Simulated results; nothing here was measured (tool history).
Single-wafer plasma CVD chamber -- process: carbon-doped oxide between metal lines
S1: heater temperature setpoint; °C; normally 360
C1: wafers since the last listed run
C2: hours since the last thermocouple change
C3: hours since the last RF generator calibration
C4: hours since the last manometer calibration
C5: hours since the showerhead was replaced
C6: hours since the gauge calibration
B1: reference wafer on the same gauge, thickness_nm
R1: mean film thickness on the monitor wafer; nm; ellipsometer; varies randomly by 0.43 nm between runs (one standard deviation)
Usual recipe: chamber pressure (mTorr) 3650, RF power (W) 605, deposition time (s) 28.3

{"run": 1, "hour": 0.0, "S1": 360, "chamber pressure (mTorr)": 3650, "RF power (W)": 605, "deposition time (s)": 28.3, "C1": 0, "C2": 1587.2, "C3": 1976.3, "C4": 1832.7, "C5": 6037, "C6": 728.4, "B1": 164.019, "R1": 143.72}
{"hour": 34.0, "done": "thermocouple changed; heater temperature recalibrated"}
{"run": 2, "hour": 72.1, "S1": 360, "chamber pressure (mTorr)": 3650, "RF power (W)": 605, "deposition time (s)": 28.3, "C1": 1795, "C2": 38.1, "C3": 2048.4, "C4": 1904.8, "C5": 6109.1, "C6": 800.5, "B1": 163.913, "R1": 141.174}
{"run": 3, "hour": 152.0, "S1": 353, "chamber pressure (mTorr)": 3650, "RF power (W)": 605, "deposition time (s)": 28.3, "C1": 2237, "C2": 118, "C3": 2128.3, "C4": 1984.7, "C5": 6189, "C6": 880.4, "B1": 164.001, "R1": 142.656}
{"run": 4, "hour": 209.3, "S1": 360, "chamber pressure (mTorr)": 4290, "RF power (W)": 605, "deposition time (s)": 28.3, "C1": 1604, "C2": 175.3, "C3": 2185.6, "C4": 2042, "C5": 6246.3, "C6": 937.7, "B1": 164.038, "R1": 143.147}
{"run": 5, "hour": 298.6, "S1": 360, "chamber pressure (mTorr)": 3180, "RF power (W)": 605, "deposition time (s)": 28.3, "C1": 2500, "C2": 264.6, "C3": 2274.9, "C4": 2131.3, "C5": 6335.6, "C6": 1027, "B1": 163.897, "R1": 138.843}
{"run": 6, "hour": 342.3, "S1": 360, "chamber pressure (mTorr)": 3180, "RF power (W)": 605, "deposition time (s)": 28.3, "C1": 1223, "C2": 308.3, "C3": 2318.6, "C4": 2175, "C5": 6379.3, "C6": 1070.7, "B1": 164.08, "R1": 140.228}
{"run": 7, "hour": 438.4, "S1": 360, "chamber pressure (mTorr)": 3180, "RF power (W)": 605, "deposition time (s)": 28.3, "C1": 2691, "C2": 404.4, "C3": 2414.7, "C4": 2271.1, "C5": 6475.4, "C6": 1166.8, "B1": 164.03, "R1": 140.288}
{"run": 8, "hour": 515.8, "S1": 360, "chamber pressure (mTorr)": 3650, "RF power (W)": 605, "deposition time (s)": 28.3, "C1": 2167, "C2": 481.8, "C3": 2492.1, "C4": 2348.5, "C5": 6552.8, "C6": 1244.2, "B1": 164.034, "R1": 141.095}
{"run": 9, "hour": 570.8, "S1": 360, "chamber pressure (mTorr)": 3650, "RF power (W)": 605, "deposition time (s)": 29.7, "C1": 1540, "C2": 536.8, "C3": 2547.1, "C4": 2403.5, "C5": 6607.8, "C6": 1299.2, "B1": 164.051, "R1": 148.138}
{"run": 10, "hour": 631.9, "S1": 360, "chamber pressure (mTorr)": 3650, "RF power (W)": 605, "deposition time (s)": 29.7, "C1": 1711, "C2": 597.9, "C3": 2608.2, "C4": 2464.6, "C5": 6668.9, "C6": 1360.3, "B1": 163.873, "R1": 149.007}
{"hour": 710.1, "done": "RF generator calibrated"}
{"run": 11, "hour": 712.8, "S1": 360, "chamber pressure (mTorr)": 3650, "RF power (W)": 605, "deposition time (s)": 28.3, "C1": 2041, "C2": 678.8, "C3": 2.7, "C4": 2545.5, "C5": 6749.8, "C6": 1441.2, "B1": 164.055, "R1": 143.94}
{"run": 12, "hour": 816.8, "S1": 360, "chamber pressure (mTorr)": 3650, "RF power (W)": 605, "deposition time (s)": 28.3, "C1": 2912, "C2": 782.8, "C3": 106.7, "C4": 2649.5, "C5": 6853.8, "C6": 1545.2, "B1": 163.939, "R1": 144.21}
{"run": 13, "hour": 870.6, "S1": 360, "chamber pressure (mTorr)": 3650, "RF power (W)": 605, "deposition time (s)": 28.3, "C1": 1506, "C2": 836.6, "C3": 160.5, "C4": 2703.3, "C5": 6907.6, "C6": 1599, "B1": 163.934, "R1": 143.986}
{"run": 14, "hour": 940.4, "S1": 355, "chamber pressure (mTorr)": 2960, "RF power (W)": 605, "deposition time (s)": 28.3, "C1": 1954, "C2": 906.4, "C3": 230.3, "C4": 2773.1, "C5": 6977.4, "C6": 1668.8, "B1": 163.901, "R1": 143.302}
{"run": 15, "hour": 1006.5, "S1": 360, "chamber pressure (mTorr)": 3650, "RF power (W)": 605, "deposition time (s)": 29.7, "C1": 1851, "C2": 972.5, "C3": 296.4, "C4": 2839.2, "C5": 7043.5, "C6": 1734.9, "B1": 163.979, "R1": 151.293}
{"run": 16, "hour": 1079.5, "S1": 360, "chamber pressure (mTorr)": 4400, "RF power (W)": 605, "deposition time (s)": 28.3, "C1": 2044, "C2": 1045.5, "C3": 369.4, "C4": 2912.2, "C5": 7116.5, "C6": 1807.9, "B1": 164.07, "R1": 147.168}
{"run": 17, "hour": 1154.4, "S1": 360, "chamber pressure (mTorr)": 4220, "RF power (W)": 605, "deposition time (s)": 33.9, "C1": 2097, "C2": 1120.4, "C3": 444.3, "C4": 2987.1, "C5": 7191.4, "C6": 1882.8, "B1": 164.014, "R1": 173.877}
{"run": 18, "hour": 1225.1, "S1": 360, "chamber pressure (mTorr)": 3650, "RF power (W)": 660, "deposition time (s)": 32.7, "C1": 1979, "C2": 1191.1, "C3": 515, "C4": 3057.8, "C5": 7262.1, "C6": 1953.5, "B1": 164.04, "R1": 171.341}
{"run": 19, "hour": 1322.9, "S1": 355, "chamber pressure (mTorr)": 2800, "RF power (W)": 525, "deposition time (s)": 28.3, "C1": 2738, "C2": 1288.9, "C3": 612.8, "C4": 3155.6, "C5": 7359.9, "C6": 2051.3, "B1": 164.094, "R1": 134.22}
{"hour": 1351.3, "done": "gauge calibrated"}
{"run": 20, "hour": 1363.3, "S1": 360, "chamber pressure (mTorr)": 3650, "RF power (W)": 605, "deposition time (s)": 28.3, "C1": 1131, "C2": 1329.3, "C3": 653.2, "C4": 3196, "C5": 7400.3, "C6": 12, "B1": 163.889, "R1": 143.407}
{"hour": 1393.4, "done": "showerhead replaced"}
{"run": 21, "hour": 1453.2, "S1": 360, "chamber pressure (mTorr)": 3650, "RF power (W)": 605, "deposition time (s)": 28.3, "C1": 2293, "C2": 1419.2, "C3": 743.1, "C4": 3285.9, "C5": 59.8, "C6": 101.9, "B1": 164.006, "R1": 143.206}
{"hour": 1468.8, "done": "capacitance manometer re-zeroed and calibrated"}
{"run": 22, "hour": 1493.6, "S1": 360, "chamber pressure (mTorr)": 3650, "RF power (W)": 605, "deposition time (s)": 28.3, "C1": 907, "C2": 1459.6, "C3": 783.5, "C4": 24.8, "C5": 100.2, "C6": 142.3, "B1": 163.909, "R1": 143.559}
{"hour": 1503.8, "done": "thermocouple changed; heater temperature recalibrated"}
{"run": 23, "hour": 1572.9, "S1": 355, "chamber pressure (mTorr)": 2870, "RF power (W)": 545, "deposition time (s)": 28.3, "C1": 1996, "C2": 69.1, "C3": 862.8, "C4": 104.1, "C5": 179.5, "C6": 221.6, "B1": 164.027, "R1": 135.024}
{"run": 24, "hour": 1644.6, "S1": 371, "chamber pressure (mTorr)": 4180, "RF power (W)": 545, "deposition time (s)": 28.3, "C1": 2007, "C2": 140.8, "C3": 934.5, "C4": 175.8, "C5": 251.2, "C6": 293.3, "B1": 163.891, "R1": 133.969}
{"run": 25, "hour": 1691.3, "S1": 360, "chamber pressure (mTorr)": 3650, "RF power (W)": 605, "deposition time (s)": 28.3, "C1": 1307, "C2": 187.5, "C3": 981.2, "C4": 222.5, "C5": 297.9, "C6": 340, "B1": 164.076, "R1": 143.19}
{"run": 26, "hour": 1913.6, "S1": 374, "chamber pressure (mTorr)": 3390, "RF power (W)": 550, "deposition time (s)": 25.7, "C1": 6225, "C2": 409.8, "C3": 1203.5, "C4": 444.8, "C5": 520.2, "C6": 562.3, "B1": 163.981, "R1": 119.266}
{"run": 27, "hour": 1988.2, "S1": 360, "chamber pressure (mTorr)": 4370, "RF power (W)": 605, "deposition time (s)": 31.3, "C1": 2089, "C2": 484.4, "C3": 1278.1, "C4": 519.4, "C5": 594.8, "C6": 636.9, "B1": 163.877, "R1": 160.268}

Measured result minus the same run's result without the hidden state. Both carry the same run-to-run variation, though not necessarily the same gauge scatter:
Hidden state at play: wafer temperature above the value expected at the setpoint (K); delivered RF power above the setpoint (%); true pressure above the setpoint (%); gauge reads high (%).
run=1 R1=-0.121
run=2 R1=-2.651
run=3 R1=-2.424
run=4 R1=-2.273
run=5 R1=-1.988
run=6 R1=-1.914
run=7 R1=-1.732
run=8 R1=-1.614
run=9 R1=-1.61
run=10 R1=-1.535
run=11 R1=+1.104
run=12 R1=+0.918
run=13 R1=+0.825
run=14 R1=+0.732
run=15 R1=+0.644
run=16 R1=+0.52
run=17 R1=+0.494
run=18 R1=+0.383
run=19 R1=+0.179
run=20 R1=+0.166
run=21 R1=+0.076
run=22 R1=+0.039
run=23 R1=-1.147
run=24 R1=-1.084
run=25 R1=-0.973
run=26 R1=-0.729
run=27 R1=-0.618

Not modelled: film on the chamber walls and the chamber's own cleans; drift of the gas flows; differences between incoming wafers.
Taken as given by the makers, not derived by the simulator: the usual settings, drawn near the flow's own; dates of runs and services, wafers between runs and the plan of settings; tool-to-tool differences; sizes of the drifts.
